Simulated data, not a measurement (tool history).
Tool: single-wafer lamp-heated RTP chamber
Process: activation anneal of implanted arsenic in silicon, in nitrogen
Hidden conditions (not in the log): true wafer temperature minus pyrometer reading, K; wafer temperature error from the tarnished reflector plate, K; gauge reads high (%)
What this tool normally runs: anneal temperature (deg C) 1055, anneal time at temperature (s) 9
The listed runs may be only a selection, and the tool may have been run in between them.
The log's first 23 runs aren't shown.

run,hour,anneal temperature (deg C),anneal time at temperature (s),wafers since the last listed run,wafers since the last pyrometer calibration,wafers since the reflector plate was cleaned,hours since the gauge calibration,"read-back reference wafer on the same gauge, sheet resistance",sheet resistance of the implanted and annealed layer (ohm/square)
# hour 601.2: pyrometer window cleaned and pyrometer calibrated
24,606,1075,7,442,77,1918,78,257.02,218.2
25,622.9,1040,5,273,350,2191,94.9,256.88,224.03
26,646.4,1055,6,379,730,2571,118.4,256.98,221.06
27,676.3,1045,12,483,1214,3055,148.3,256.97,218.12
28,703.3,1032,5,436,1650,3491,175.3,256.93,223.86
29,721.1,1027,9,287,1938,3779,193.1,256.99,221.87
30,750.8,1074,6,480,2418,4259,222.8,256.96,218.44
31,780.1,1040,9,473,2892,4733,252.1,257.06,220.31
32,812.3,1055,9,520,3412,5253,284.3,257.03,218.51
33,839,1026,12,431,3844,5685,311,256.95,220.9
# hour 868: pyrometer window cleaned and pyrometer calibrated
34,868.5,1064,9,347,8,6033,340.5,256.93,217.16
35,882.7,1055,7,229,238,6262,354.7,257.08,219.91

Branching from run 35: 4 alternative next runs. What would each branch give?
A,883.1,1071,9,6,244,6269,355.1,?,?
B,883.1,1079,5,6,244,6269,355.1,?,?
C,883.1,1055,12,6,244,6269,355.1,?,?
D,883.1,1055,4,6,244,6269,355.1,?,?

run,"read-back reference wafer on the same gauge, sheet resistance",sheet resistance of the implanted and annealed layer (ohm/square)
A,256.94,215.87
B,256.94,218.71
C,256.94,216.38
D,256.94,223.1
Stripped of hidden state, with their random variation kept, the same runs would have yielded:
run,sheet resistance of the implanted and annealed layer (ohm/square)
A,217.01
B,219.71
C,217.5
D,223.87
